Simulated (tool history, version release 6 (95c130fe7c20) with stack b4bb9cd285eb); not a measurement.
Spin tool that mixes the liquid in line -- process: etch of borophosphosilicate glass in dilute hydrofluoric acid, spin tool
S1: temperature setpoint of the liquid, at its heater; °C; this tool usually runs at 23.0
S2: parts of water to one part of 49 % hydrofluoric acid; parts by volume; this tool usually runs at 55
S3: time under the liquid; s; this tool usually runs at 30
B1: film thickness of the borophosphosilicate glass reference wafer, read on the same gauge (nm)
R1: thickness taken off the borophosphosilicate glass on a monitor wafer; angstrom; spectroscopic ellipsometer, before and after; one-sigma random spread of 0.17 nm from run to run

{"run": 1, "hour": 0.0, "S1": 24.5, "S2": 55, "S3": 30, "B1": 80.0, "R1": 369.3}
{"run": 2, "hour": 73.1, "S1": 24.5, "S2": 55, "S3": 30, "B1": 79.99, "R1": 368.0}
{"run": 3, "hour": 141.9, "S1": 23.0, "S2": 55, "S3": 30, "B1": 79.99, "R1": 348.7}
{"hour": 192.5, "done": "hydrofluoric acid flow meter replaced"}
{"run": 4, "hour": 220.9, "S1": 23.0, "S2": 55, "S3": 30, "B1": 79.97, "R1": 361.3}
{"run": 5, "hour": 317.5, "S1": 23.0, "S2": 55, "S3": 30, "B1": 80.02, "R1": 364.2}
{"run": 6, "hour": 357.1, "S1": 23.0, "S2": 55, "S3": 30, "B1": 79.97, "R1": 363.0}
{"run": 7, "hour": 426.9, "S1": 23.0, "S2": 55, "S3": 30, "B1": 79.99, "R1": 365.8}
{"hour": 694.7, "done": "gauge calibrated"}
{"run": 8, "hour": 750.7, "S1": 23.0, "S2": 55, "S3": 30, "B1": 80.04, "R1": 367.5}
{"run": 9, "hour": 842.1, "S1": 23.0, "S2": 55, "S3": 30, "B1": 79.99, "R1": 369.7}
{"hour": 936.7, "done": "thermometer replaced"}
{"run": 10, "hour": 940.0, "S1": 25.5, "S2": 70, "S3": 30, "B1": 80.0, "R1": 316.5}
{"hour": 948.6, "done": "hydrofluoric acid flow meter replaced, repeated, since the last time left the tool worse"}
{"run": 11, "hour": 1227.3, "S1": 25.5, "S2": 70, "S3": 30, "B1": 80.01, "R1": 296.2}
{"run": 12, "hour": 1285.9, "S1": 25.5, "S2": 70, "S3": 30, "B1": 79.99, "R1": 294.8}
{"run": 13, "hour": 1335.4, "S1": 23.0, "S2": 55, "S3": 30, "B1": 79.97, "R1": 344.1}
{"run": 14, "hour": 1407.0, "S1": 23.0, "S2": 65, "S3": 30, "B1": 80.01, "R1": 290.4}
{"run": 15, "hour": 1456.0, "S1": 27.0, "S2": 75, "S3": 30, "B1": 80.01, "R1": 294.3}
{"run": 16, "hour": 1552.4, "S1": 23.0, "S2": 55, "S3": 30, "B1": 80.0, "R1": 348.6}
{"run": 17, "hour": 1626.0, "S1": 23.0, "S2": 65, "S3": 25, "B1": 80.0, "R1": 242.6}
{"run": 18, "hour": 1707.7, "S1": 25.5, "S2": 25, "S3": 25, "B1": 80.0, "R1": 745.1}
{"run": 19, "hour": 1802.4, "S1": 23.0, "S2": 45, "S3": 30, "B1": 80.0, "R1": 435.7}
{"hour": 1939.8, "done": "hydrofluoric acid flow meter replaced"}
{"run": 20, "hour": 2018.7, "S1": 23.0, "S2": 55, "S3": 30, "B1": 79.96, "R1": 342.0}
{"run": 21, "hour": 2056.2, "S1": 23.0, "S2": 45, "S3": 30, "B1": 79.99, "R1": 422.1}
{"hour": 2101.3, "done": "thermometer replaced"}
{"run": 22, "hour": 2101.8, "S1": 23.0, "S2": 25, "S3": 30, "B1": 80.0, "R1": 782.0}
{"run": 23, "hour": 2231.9, "S1": 23.0, "S2": 75, "S3": 30, "B1": 79.98, "R1": 245.1}
{"run": 24, "hour": 2276.1, "S1": 23.0, "S2": 40, "S3": 20, "B1": 80.03, "R1": 320.6}
{"run": 25, "hour": 2362.2, "S1": 27.0, "S2": 30, "S3": 45, "B1": 79.99, "R1": 1156.4}
{"run": 26, "hour": 2405.8, "S1": 23.0, "S2": 30, "S3": 15, "B1": 79.99, "R1": 327.5}
{"run": 27, "hour": 2464.8, "S1": 18.5, "S2": 75, "S3": 50, "B1": 79.98, "R1": 343.5}
{"run": 28, "hour": 2555.9, "S1": 23.0, "S2": 55, "S3": 30, "B1": 80.0, "R1": 346.3}
{"run": 29, "hour": 2639.8, "S1": 25.5, "S2": 70, "S3": 30, "B1": 79.96, "R1": 293.9}
{"run": 30, "hour": 2722.3, "S1": 23.0, "S2": 30, "S3": 20, "B1": 79.99, "R1": 443.6}
{"run": 31, "hour": 2804.2, "S1": 20.0, "S2": 55, "S3": 30, "B1": 80.01, "R1": 310.2}

Run 32, settings as shown, results not yet in. Your forecast:
{"run": 32, "hour": 2880.0, "S1": 23.0, "S2": 55, "S3": 30, "B1": "?", "R1": "?"}

Run 32 measured B1 80.00, R1 351.7 angstrom.
With no hidden state in the tool, this same run would have given R1 340.0 angstrom.
